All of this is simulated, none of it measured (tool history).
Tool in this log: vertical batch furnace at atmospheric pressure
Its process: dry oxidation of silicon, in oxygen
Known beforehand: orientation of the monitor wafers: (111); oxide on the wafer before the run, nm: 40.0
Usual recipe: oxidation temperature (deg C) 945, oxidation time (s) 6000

run    hour  oxidation temperature (deg C)  oxidation time (s)  read-back reference wafer on the same gauge, thickness  oxide thickness on the monitor wafer (nm)
  1       0                            945                6000                                                   99.19                                       86.3
  2    84.8                            927                6000                                                   99.17                                      78.62
  3   125.5                            927                6000                                                   99.21                                      79.02
  4   171.2                            945                6000                                                   99.24                                      86.05
  5   434.8                            945                6000                                                    99.2                                      85.98
  6   499.3                            945                6000                                                   99.15                                      85.91
  7   566.9                            945                7530                                                   99.17                                      94.87
  8   631.8                            945                7020                                                   99.21                                      92.17
  9   722.3                            945                7020                                                   99.19                                      92.37
 10   791.3                            945                6000                                                   99.19                                      86.08
      889.1  -- thermocouples replaced and temperature profile calibrated
 11   893.4                            950                5310                                                    99.2                                      83.36
 12    1000                            950                5310                                                   99.16                                      84.25
 13  1061.3                            950                5310                                                   99.16                                      83.78
 14  1106.2                            945                6000                                                   99.22                                      86.31
 15  1148.1                            945                6000                                                   99.16                                      85.78
 16  1243.3                            945                8250                                                   99.22                                      99.37
 17  1312.8                            945                8250                                                   99.19                                      99.32
     1384.9  -- boat lift adjusted
 18  1385.4                            962                6000                                                   99.23                                      95.64
 19    1444                            920                7770                                                   99.16                                      85.47
     1508.5  -- gauge calibrated
 20  1521.5                            945                6000                                                   99.21                                      87.23
 21  1601.4                            954                3330                                                   99.24                                      71.88
 22  1703.7                            945                6000                                                   99.19                                      87.06
 23  1799.5                            945                6000                                                   99.21                                      86.98
 24  1894.7                            962                8310                                                   99.24                                     111.05
 25  1936.5                            968                8100                                                   99.15                                     113.36
 26  1993.5                            938                4170                                                   99.22                                      72.72
 27  2070.5                            945                6000                                                   99.26                                      86.72
 28  2132.8                            945                8250                                                   99.16                                     100.52
 29  2204.8                            922                8430                                                   99.18                                      89.28
 30  2249.5                            925                3900                                                   99.15                                      67.38
 31  2354.6                            945                6000                                                   99.24                                      86.83
 32  2456.5                            945                6000                                                   99.16                                      87.13
 33  2530.3                            952                6000                                                   99.18                                      90.04
 34  2842.7                            945                6000                                                   99.16                                      86.41
 35  2942.5                            926                4020                                                   99.19                                      67.36
 36  2996.1                            938                4740                                                   99.19                                      76.11
 37  3097.8                            939                3120                                                   99.23                                      65.77
 38  3150.1                            954                7950                                                   99.21                                     103.28

Pick out some run-to-run changes in oxide thickness on the monitor wafer (nm). Of each, how much would a tool without hidden state show as well, from the settings, what came in and chance, and how much is left for the hidden state and any gauge scatter not in both results compared?
Hidden state at play: true tube temperature minus thermocouple reading, K; monitor wafer colder than the profiled boat position, K; gauge reads high (%).
Run 17 -> 18: oxidation temperature (deg C) 945 -> 962, oxidation time (s) 8250 -> 6000, boat lift adjusted. oxide thickness on the monitor wafer (nm) -3.68: hidden state +1.91, all else -5.59.
Run 23 -> 24: oxidation temperature (deg C) 945 -> 962, oxidation time (s) 6000 -> 8310. oxide thickness on the monitor wafer (nm) +24.07: hidden state -0.39, all else +24.46.
Run 25 -> 26: oxidation temperature (deg C) 968 -> 938, oxidation time (s) 8100 -> 4170. oxide thickness on the monitor wafer (nm) -40.64: hidden state +0.55, all else -41.19.
Run 29 -> 30: oxidation temperature (deg C) 922 -> 925, oxidation time (s) 8430 -> 3900. oxide thickness on the monitor wafer (nm) -21.9: hidden state +0.56, all else -22.46.
Run 37 -> 38: oxidation temperature (deg C) 939 -> 954, oxidation time (s) 3120 -> 7950. oxide thickness on the monitor wafer (nm) +37.51: hidden state -1.09, all else +38.6.
